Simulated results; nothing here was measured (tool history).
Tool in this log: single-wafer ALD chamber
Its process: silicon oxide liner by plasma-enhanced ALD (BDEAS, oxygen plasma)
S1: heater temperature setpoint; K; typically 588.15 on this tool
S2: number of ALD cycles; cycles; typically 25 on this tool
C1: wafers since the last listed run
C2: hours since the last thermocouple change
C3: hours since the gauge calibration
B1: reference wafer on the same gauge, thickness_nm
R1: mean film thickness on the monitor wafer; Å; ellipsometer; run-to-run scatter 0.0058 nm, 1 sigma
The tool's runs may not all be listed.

run,hour,S1,S2,C1,C2,C3,B1,R1
1,0.0,588.15,25,0,1957.5,154.9,2.611,23.05
2,31.7,588.15,25,345,1989.2,186.6,2.612,23.23
3,56.6,588.15,25,271,2014.1,211.5,2.609,23.18
4,71.8,588.15,25,165,2029.3,226.7,2.611,23.07
5,93.9,588.15,25,240,2051.4,248.8,2.610,23.10
6,123.1,588.15,25,318,2080.6,278.0,2.607,23.17
7,142.8,588.15,28,214,2100.3,297.7,2.605,25.92
8,177.9,588.15,25,382,2135.4,332.8,2.602,23.02
9,204.8,588.15,25,293,2162.3,359.7,2.604,23.02
10,222.3,577.15,23,190,2179.8,377.2,2.603,21.43
11,243.3,588.15,25,228,2200.8,398.2,2.597,23.12
12,256.9,588.15,25,148,2214.4,411.8,2.594,23.00

Run 13 is up next; what results do you expect?
13,269.9,578.15,23,141,2227.4,424.8,?,?

{"run 13": {"B1": 2.596, "R1": 21.4}}
Minus the tool's unlogged condition, the same run would have read R1 21.59 Å.

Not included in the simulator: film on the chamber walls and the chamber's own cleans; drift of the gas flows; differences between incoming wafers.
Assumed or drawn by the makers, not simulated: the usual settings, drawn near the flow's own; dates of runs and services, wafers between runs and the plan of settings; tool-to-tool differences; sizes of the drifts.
